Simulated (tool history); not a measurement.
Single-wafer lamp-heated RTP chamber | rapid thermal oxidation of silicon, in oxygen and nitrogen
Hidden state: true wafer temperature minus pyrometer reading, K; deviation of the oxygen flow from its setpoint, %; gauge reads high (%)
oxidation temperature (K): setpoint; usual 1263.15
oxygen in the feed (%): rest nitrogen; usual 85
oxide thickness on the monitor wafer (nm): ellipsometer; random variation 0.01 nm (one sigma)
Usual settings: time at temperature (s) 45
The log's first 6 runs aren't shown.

run	hour	oxidation temperature (K)	time at temperature (s)	oxygen in the feed (%)	wafers since the last listed run	wafers since the last pyrometer calibration	hours since the oxygen flow controller was replaced	hours since the gauge calibration	read-back reference wafer on the same gauge, thickness	oxide thickness on the monitor wafer (nm)
7	317.3	1263.15	45	85	472	3771	5175.2	1215.2	5.670	4.801
8	341.4	1263.15	53	85	160	3931	5199.3	1239.3	5.672	5.145
9	369.0	1263.15	53	85	183	4114	5226.9	1266.9	5.667	5.146
10	420.6	1263.15	53	85	342	4457	5278.5	1318.5	5.670	5.166
11	466.0	1263.15	45	85	301	4759	5323.9	1363.9	5.664	4.805
12	501.7	1263.15	60	97	237	4996	5359.6	1399.6	5.670	5.671
13	564.9	1263.15	60	97	419	5416	5422.8	1462.8	5.676	5.677
14	625.1	1263.15	45	85	399	5815	5483.0	1523.0	5.665	4.803
15	840.4	1263.15	45	85	1430	7246	5698.3	1738.3	5.667	4.816
# hour 946.9: pyrometer window cleaned and pyrometer calibrated
# hour 954.4: oxygen flow controller replaced
16	1021.0	1263.15	45	85	1096	442	66.6	1918.9	5.670	4.806
17	1054.5	1263.15	45	85	222	664	100.1	1952.4	5.670	4.805
18	1119.1	1251.15	35	57	429	1093	164.7	2017.0	5.667	3.564
19	1164.9	1254.15	31	85	304	1397	210.5	2062.8	5.668	3.871
20	1234.9	1263.15	34	85	464	1862	280.5	2132.8	5.674	4.293

Run 21 comes next. What will it give?
21	1280.8	1254.15	35	98	304	2167	326.4	2178.7	?	?

Run 21 gave read-back reference wafer on the same gauge, thickness 5.668, oxide thickness on the monitor wafer (nm) 4.261.
Without the tool's hidden state the same run would have given oxide thickness on the monitor wafer (nm) 4.261.

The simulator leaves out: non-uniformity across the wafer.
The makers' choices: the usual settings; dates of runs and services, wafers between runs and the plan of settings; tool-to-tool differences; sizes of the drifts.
